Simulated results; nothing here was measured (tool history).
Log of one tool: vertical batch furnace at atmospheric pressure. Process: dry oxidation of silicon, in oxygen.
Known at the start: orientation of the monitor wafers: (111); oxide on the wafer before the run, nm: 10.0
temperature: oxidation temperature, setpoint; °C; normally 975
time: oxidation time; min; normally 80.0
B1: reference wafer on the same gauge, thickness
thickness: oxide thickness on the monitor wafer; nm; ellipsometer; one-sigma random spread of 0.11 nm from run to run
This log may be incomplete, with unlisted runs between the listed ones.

run 1 hour=0.0 | temperature=975 time=80.0 | B1=79.29 | thickness=75.84
run 2 hour=17.1 | temperature=975 time=80.0 | B1=79.35 | thickness=75.92
run 3 hour=36.4 | temperature=975 time=80.0 | B1=79.33 | thickness=76.07
run 4 hour=50.7 | temperature=985 time=80.0 | B1=79.35 | thickness=81.31
run 5 hour=69.5 | temperature=966 time=93.5 | B1=79.26 | thickness=78.71
run 6 hour=91.6 | temperature=955 time=80.0 | B1=79.29 | thickness=65.71
run 7 hour=103.1 | temperature=955 time=80.0 | B1=79.35 | thickness=65.74
run 8 hour=118.5 | temperature=975 time=80.0 | B1=79.28 | thickness=76.08
run 9 hour=139.0 | temperature=975 time=80.0 | B1=79.28 | thickness=76.12
-- hour=145.1 gauge calibrated
run 10 hour=162.1 | temperature=952 time=98.5 | B1=79.28 | thickness=73.59
-- hour=214.0 boat lift adjusted
run 11 hour=226.5 | temperature=960 time=116.0 | B1=79.29 | thickness=86.41
run 12 hour=249.6 | temperature=966 time=47.0 | B1=79.27 | thickness=51.16
-- hour=287.0 thermocouples replaced and temperature profile calibrated
run 13 hour=287.5 | temperature=984 time=63.5 | B1=79.28 | thickness=67.43
run 14 hour=292.9 | temperature=975 time=108.5 | B1=79.29 | thickness=88.91

Run 15 has not been measured yet. What should we expect?
run 15 hour=347.0 | temperature=998 time=61.5 | B1=? | thickness=?

B1: 79.34
thickness: 72.85 nm
With no hidden state in the tool, this same run would have given thickness 72.54 nm.
